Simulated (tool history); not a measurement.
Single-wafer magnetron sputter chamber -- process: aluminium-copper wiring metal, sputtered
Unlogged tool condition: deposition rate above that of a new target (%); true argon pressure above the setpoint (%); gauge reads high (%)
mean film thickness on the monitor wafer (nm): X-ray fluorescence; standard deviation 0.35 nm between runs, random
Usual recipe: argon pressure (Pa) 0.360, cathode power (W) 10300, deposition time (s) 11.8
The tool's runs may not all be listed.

run,day,argon pressure (Pa),cathode power (W),deposition time (s),wafers since the last listed run,wafers on the sputter target,hours since the last manometer calibration,hours since the magnet pack was replaced,hours since the gauge calibration,"read-back reference wafer on the same gauge, thickness_nm",mean film thickness on the monitor wafer (nm)
1,0.000,0.395,10300,10.7,0,2747,1398.9,8374.9,153.5,265.990,215.474
2,0.604,0.395,10300,10.7,423,3170,1413.4,8389.4,168.0,266.187,214.852
3,1.350,0.395,10300,10.7,522,3693,1431.3,8407.3,185.9,265.919,214.981
4,1.612,0.360,10300,10.5,184,3877,1437.6,8413.6,192.2,266.025,214.393
5,3.517,0.360,10300,10.5,1335,5213,1483.3,8459.3,237.9,265.995,214.080
# day 4.350: gauge calibrated
6,4.929,0.360,10300,10.5,990,6203,1517.2,8493.2,13.9,265.874,213.795
# day 5.942: capacitance manometer re-zeroed and calibrated
7,5.962,0.360,10300,12.8,490,6694,0.5,8518.0,38.7,266.122,253.148
8,6.238,0.360,10300,12.8,192,6887,7.1,8524.6,45.3,265.955,253.228
9,6.883,0.360,10300,12.8,452,7340,22.6,8540.1,60.8,266.090,252.759
10,7.379,0.360,9750,11.8,347,7687,34.5,8552.0,72.7,265.961,221.010
# day 8.208: magnet pack replaced
11,8.229,0.360,10300,13.0,362,8050,54.9,0.5,93.1,265.892,257.369
12,8.271,0.436,9500,9.6,29,8079,55.9,1.5,94.1,265.901,168.365
# day 8.754: sputter target and shields replaced
13,8.879,0.360,8550,11.8,192,87,70.5,16.1,108.7,265.962,196.970
14,9.888,0.360,10300,11.8,707,794,94.7,40.3,132.9,265.900,236.581
15,10.283,0.476,10300,12.8,277,1072,104.2,49.8,142.4,266.083,241.620
16,10.821,0.360,10300,11.8,376,1449,117.1,62.7,155.3,265.940,236.921
17,11.246,0.360,10300,11.8,298,1747,127.3,72.9,165.5,265.988,237.536

Forecast run 18:
18,12.875,0.448,11600,11.1,1142,2889,166.4,112.0,204.6,?,?

{"run 18": {"read-back reference wafer on the same gauge, thickness_nm": 266.057, "mean film thickness on the monitor wafer (nm)": 240.24}}
Were there no unlogged condition in the tool, this run, its random variation unchanged, would have produced mean film thickness on the monitor wafer (nm) 238.733.

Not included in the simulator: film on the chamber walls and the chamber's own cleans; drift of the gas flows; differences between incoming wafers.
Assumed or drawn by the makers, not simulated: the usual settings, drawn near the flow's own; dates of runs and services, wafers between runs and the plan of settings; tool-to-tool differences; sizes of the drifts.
